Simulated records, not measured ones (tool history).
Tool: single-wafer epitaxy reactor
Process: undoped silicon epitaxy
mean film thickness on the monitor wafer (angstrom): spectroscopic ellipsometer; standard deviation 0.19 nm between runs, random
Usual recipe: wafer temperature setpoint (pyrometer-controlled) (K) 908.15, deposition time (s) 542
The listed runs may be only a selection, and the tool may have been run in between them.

run,day,wafer temperature setpoint (pyrometer-controlled) (K),deposition time (s),"read-back reference wafer on the same gauge, thickness_nm",mean film thickness on the monitor wafer (angstrom)
1,0,908.15,542,56.564,593.28
2,0.317,908.15,542,56.568,593.93
3,0.654,908.15,542,56.616,592.11
4,2.571,908.15,542,56.576,593.12
5,3.042,908.15,542,56.608,595.64
6,4.088,908.15,542,56.587,591.88
7,4.412,908.15,542,56.589,595.14
8,4.662,908.15,542,56.597,592.1
9,6.025,908.15,542,56.581,591.46
10,6.608,908.15,542,56.57,591.84
# day 6.808: gauge calibrated
11,8.558,908.15,588,56.6,644.43
# day 9.362: pyrometer calibrated
12,9.383,908.15,542,56.566,662.17
13,9.704,908.15,542,56.6,662.28
14,9.979,908.15,542,56.571,662.53
15,10.312,908.15,542,56.613,660.64
16,10.904,908.15,542,56.622,660.32
17,11.388,918.15,542,56.625,827.89
18,11.65,918.15,542,56.597,824.57
19,12.258,908.15,623,56.579,756.87
20,12.917,908.15,623,56.607,755.71
21,13.867,908.15,623,56.575,753.46
22,14.25,912.15,542,56.63,715.86
23,14.658,900.15,484,56.61,489.46
24,15.388,908.15,542,56.599,654.92
25,16.117,908.15,542,56.587,652.08
26,16.812,908.15,542,56.588,654.95
27,17.488,921.15,588,56.6,941.48
28,18.212,919.15,542,56.618,830.59
29,18.554,918.15,487,56.619,732.68
30,18.967,908.15,501,56.601,599.01
31,19.221,903.15,542,56.598,576.83
32,19.475,908.15,542,56.591,648.35
33,21.088,908.15,542,56.615,645.41
34,21.667,904.15,542,56.619,589.3
35,21.942,896.15,596,56.604,538.27
36,22.404,917.15,542,56.615,791.06
37,22.833,896.15,542,56.604,489.75
38,23.433,903.15,456,56.602,484.18
39,24.071,897.15,581,56.614,534.25
40,24.596,908.15,542,56.598,644.78
41,25.071,893.15,503,56.611,420.68
42,25.417,894.15,650,56.569,559.14
43,25.792,908.15,542,56.591,639.56
44,26.283,919.15,588,56.587,887.87
45,26.654,908.15,542,56.61,639.89
46,27.25,908.15,542,56.577,642.11

What if the next run were any one of these 5? Each begins from the tool's condition after run 46:
A,27.275,908.15,542,?,?
B,27.275,896.15,486,?,?
C,27.275,897.15,471,?,?
D,27.275,919.15,579,?,?
E,27.275,898.15,437,?,?

run,"read-back reference wafer on the same gauge, thickness_nm",mean film thickness on the monitor wafer (angstrom)
A,56.616,640.52
B,56.616,435.88
C,56.616,432.38
D,56.616,875.51
E,56.616,410.59
With no hidden state in the tool, these same runs would have given:
run,mean film thickness on the monitor wafer (angstrom)
A,654.47
B,445.64
C,442.03
D,894.13
E,419.74
